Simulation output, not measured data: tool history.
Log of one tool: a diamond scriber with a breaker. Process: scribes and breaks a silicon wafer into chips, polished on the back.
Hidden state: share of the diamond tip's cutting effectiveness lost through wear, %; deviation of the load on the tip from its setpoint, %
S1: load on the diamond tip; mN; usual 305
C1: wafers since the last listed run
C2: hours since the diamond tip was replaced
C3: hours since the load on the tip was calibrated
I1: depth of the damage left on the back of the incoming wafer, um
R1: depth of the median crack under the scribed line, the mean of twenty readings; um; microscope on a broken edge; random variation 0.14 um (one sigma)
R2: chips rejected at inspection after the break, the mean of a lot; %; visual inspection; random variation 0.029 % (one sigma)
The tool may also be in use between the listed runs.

run,hour,S1,C1,C2,C3,I1,R1,R2
1,0.0,305,0,642.1,1039.0,0.04,11.44,5.39
2,48.7,239,98,690.8,1087.7,0.01,10.32,15.93
3,74.2,239,51,716.3,1113.2,0.04,10.23,14.78
4,98.2,268,48,740.3,1137.2,0.01,10.77,12.07
5,124.3,268,52,766.4,1163.3,0.03,10.53,12.74
6,157.7,268,67,799.8,1196.7,0.01,10.81,12.29
7,187.0,305,59,829.1,1226.0,0.03,11.12,8.39
8,206.9,305,40,849.0,1245.9,0.04,11.06,7.10
9,241.0,305,68,883.1,1280.0,0.01,10.88,7.50
10,258.7,286,35,900.8,1297.7,0.01,10.83,11.97
11,276.7,286,36,918.8,1315.7,0.03,10.78,11.41
12,296.7,252,40,938.8,1335.7,0.03,10.11,19.05
13,332.6,252,72,974.7,1371.6,0.04,10.23,17.88
14,362.5,252,60,1004.6,1401.5,0.05,9.84,24.69
15,387.1,305,49,1029.2,1426.1,0.04,10.69,12.60
16,412.3,305,50,1054.4,1451.3,0.04,10.63,13.65
17,428.5,305,32,1070.6,1467.5,0.01,10.77,15.65
18,442.6,305,28,1084.7,1481.6,0.04,10.41,15.19
19,467.1,305,49,1109.2,1506.1,0.03,10.42,14.87
20,486.7,305,39,1128.8,1525.7,0.03,10.42,15.05
21,519.2,305,65,1161.3,1558.2,0.04,10.45,16.75
22,554.2,343,70,1196.3,1593.2,0.04,10.65,12.82
# hour 556.7: load on the tip recalibrated
23,567.8,373,23,1209.9,11.1,0.02,11.97,3.01
# hour 589.0: diamond tip replaced by a new one
24,589.5,376,39,0.5,32.8,0.01,14.66,2.65
25,624.8,364,71,35.8,68.1,0.02,13.99,1.99
26,654.6,254,60,65.6,97.9,0.02,12.14,3.14
27,671.4,231,33,82.4,114.7,0.05,11.46,6.50
28,734.0,234,126,145.0,177.3,0.04,11.36,6.66
29,766.1,249,64,177.1,209.4,0.03,11.70,4.80
30,790.1,250,48,201.1,233.4,0.02,11.65,4.97
31,819.9,383,60,230.9,263.2,0.05,14.17,1.72
32,835.9,343,32,246.9,279.2,0.03,13.59,0.54
33,898.9,263,126,309.9,342.2,0.01,11.69,4.31
34,915.4,305,33,326.4,358.7,0.04,12.46,1.17
35,930.2,305,29,341.2,373.5,0.04,12.37,1.37
36,964.0,305,68,375.0,407.3,0.02,12.39,1.32
37,989.2,227,50,400.2,432.5,0.04,10.81,9.71
38,1012.7,305,47,423.7,456.0,0.05,12.31,1.86

The tool's hidden state at each run:
H1: share of the diamond tip's cutting effectiveness lost through wear, %
H2: deviation of the load on the tip from its setpoint, %
run,H1,H2
1,9.13,-13.8
2,10.1,-13.9
3,10.7,-14
4,11.2,-14.1
5,11.8,-14.2
6,12.6,-14.3
7,13.4,-14.3
8,13.9,-14.4
9,14.8,-14.5
10,15.3,-14.5
11,15.8,-14.6
12,16.3,-14.6
13,17.4,-14.7
14,18.3,-14.7
15,19.1,-14.8
16,19.9,-14.8
17,20.4,-14.8
18,20.9,-14.9
19,21.7,-14.9
20,22.4,-14.9
21,23.5,-15
22,24.8,-15
23,25.3,0.635
24,1.24,-0.0482
25,1.26,-1.1
26,1.31,-1.92
27,1.35,-2.37
28,1.57,-3.89
29,1.73,-4.59
30,1.86,-5.09
31,2.06,-5.68
32,2.18,-5.98
33,2.72,-7.06
34,2.88,-7.32
35,3.03,-7.55
36,3.41,-8.04
37,3.71,-8.39
38,4,-8.7
